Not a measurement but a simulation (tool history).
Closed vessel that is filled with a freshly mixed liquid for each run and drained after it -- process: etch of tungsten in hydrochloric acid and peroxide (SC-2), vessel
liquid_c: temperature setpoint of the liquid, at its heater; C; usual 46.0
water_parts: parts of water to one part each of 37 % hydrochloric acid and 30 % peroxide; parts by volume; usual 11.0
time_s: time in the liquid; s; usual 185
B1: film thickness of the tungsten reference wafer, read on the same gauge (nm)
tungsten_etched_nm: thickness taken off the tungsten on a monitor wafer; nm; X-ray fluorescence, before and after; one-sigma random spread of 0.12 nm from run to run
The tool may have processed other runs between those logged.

Run 1, hour 0.0: usual settings; B1 79.99. Result: tungsten_etched_nm 17.55 nm.
Run 2, hour 31.0: usual settings; B1 80.01. Result: tungsten_etched_nm 17.27 nm.
Run 3, hour 56.0: usual settings; B1 80.00. Result: tungsten_etched_nm 17.20 nm.
Run 4, hour 87.0: usual settings; B1 80.01. Result: tungsten_etched_nm 17.28 nm.
Run 5, hour 99.8: usual settings; B1 80.00. Result: tungsten_etched_nm 17.18 nm.
Run 6, hour 123.1: usual settings; B1 80.00. Result: tungsten_etched_nm 17.28 nm.
Run 7, hour 137.6: usual settings; B1 79.96. Result: tungsten_etched_nm 17.09 nm.
Run 8, hour 152.5: usual settings but water_parts 15.5 parts by volume; B1 79.97. Result: tungsten_etched_nm 12.84 nm.
Run 9, hour 172.6: usual settings but water_parts 15.5 parts by volume; B1 79.99. Result: tungsten_etched_nm 12.54 nm.
Run 10, hour 202.8: usual settings but water_parts 14.5 parts by volume; B1 79.96. Result: tungsten_etched_nm 13.25 nm.
At hour 215.6: gauge calibrated.
Run 11, hour 235.3: usual settings but water_parts 14.5 parts by volume; B1 80.02. Result: tungsten_etched_nm 13.36 nm.
Run 12, hour 260.1: usual settings; B1 79.99. Result: tungsten_etched_nm 16.79 nm.
At hour 275.7: new drum of peroxide connected.
Run 13, hour 285.7: usual settings but water_parts 7.0 parts by volume, time_s 220 s; B1 80.00. Result: tungsten_etched_nm 29.37 nm.
Run 14, hour 309.1: usual settings but time_s 280 s; B1 79.99. Result: tungsten_etched_nm 25.67 nm.
Run 15, hour 331.2: usual settings but liquid_c 40.0 C, water_parts 16.0 parts by volume, time_s 130 s; B1 80.00. Result: tungsten_etched_nm 5.59 nm.
Run 16, hour 346.1: usual settings but liquid_c 54.0 C, water_parts 7.0 parts by volume; B1 80.00. Result: tungsten_etched_nm 41.46 nm.
Run 17, hour 370.1: usual settings but liquid_c 55.0 C, water_parts 15.0 parts by volume, time_s 295 s; B1 80.02. Result: tungsten_etched_nm 37.09 nm.
Run 18, hour 404.0: usual settings but liquid_c 37.5 C, water_parts 6.0 parts by volume, time_s 95 s; B1 80.01. Result: tungsten_etched_nm 7.67 nm.
Run 19, hour 417.7: usual settings but liquid_c 38.0 C; B1 80.00. Result: tungsten_etched_nm 9.41 nm.
Run 20, hour 433.3: usual settings but liquid_c 54.5 C; B1 80.01. Result: tungsten_etched_nm 29.03 nm.
At hour 453.9: chemicals flow meter replaced.
Run 21, hour 455.9: usual settings but liquid_c 37.0 C; B1 79.98. Result: tungsten_etched_nm 9.40 nm.
Run 22, hour 479.1: usual settings but liquid_c 56.0 C, time_s 115 s; B1 80.01. Result: tungsten_etched_nm 21.49 nm.
Run 23, hour 500.2: usual settings but liquid_c 51.5 C, water_parts 6.0 parts by volume, time_s 290 s; B1 80.00. Result: tungsten_etched_nm 64.81 nm.
At hour 512.6: thermometer replaced.
Run 24, hour 524.1: usual settings; B1 79.98. Result: tungsten_etched_nm 18.69 nm.
Run 25, hour 550.9: usual settings; B1 80.04. Result: tungsten_etched_nm 18.85 nm.
Run 26, hour 586.4: usual settings but liquid_c 42.5 C, time_s 125 s; B1 80.04. Result: tungsten_etched_nm 9.90 nm.
Run 27, hour 679.0: usual settings but water_parts 7.5 parts by volume; B1 79.97. Result: tungsten_etched_nm 25.09 nm.
Run 28, hour 698.0: usual settings; B1 79.99. Result: tungsten_etched_nm 18.40 nm.
Run 29, hour 712.5: usual settings; B1 79.99. Result: tungsten_etched_nm 18.39 nm.

Exercise: give the hidden state of the tool at every run:
peroxide weaker than its label (%): 0 on each run
gauge reads high (%): 0 on each run
H1: liquid colder than its thermometer reads (K)
H2: chemicals flow below the setpoint (%)
run      H1    H2
  1   0.327  7.33
  2   0.371  7.48
  3   0.407   7.6
  4   0.451  7.75
  5    0.47  7.81
  6   0.503  7.92
  7   0.524  7.99
  8   0.546  8.06
  9   0.574  8.16
 10   0.618   8.3
 11   0.665  8.46
 12     0.7  8.58
 13   0.737   8.7
 14   0.771  8.81
 15   0.802  8.92
 16   0.824  8.99
 17   0.858  9.11
 18   0.907  9.27
 19   0.927  9.34
 20   0.949  9.41
 21   0.981  1.49
 22    1.01   1.6
 23    1.05   1.7
 24  0.0494  1.81
 25  0.0879  1.94
 26   0.139  2.11
 27   0.272  2.56
 28   0.299  2.65
 29    0.32  2.72

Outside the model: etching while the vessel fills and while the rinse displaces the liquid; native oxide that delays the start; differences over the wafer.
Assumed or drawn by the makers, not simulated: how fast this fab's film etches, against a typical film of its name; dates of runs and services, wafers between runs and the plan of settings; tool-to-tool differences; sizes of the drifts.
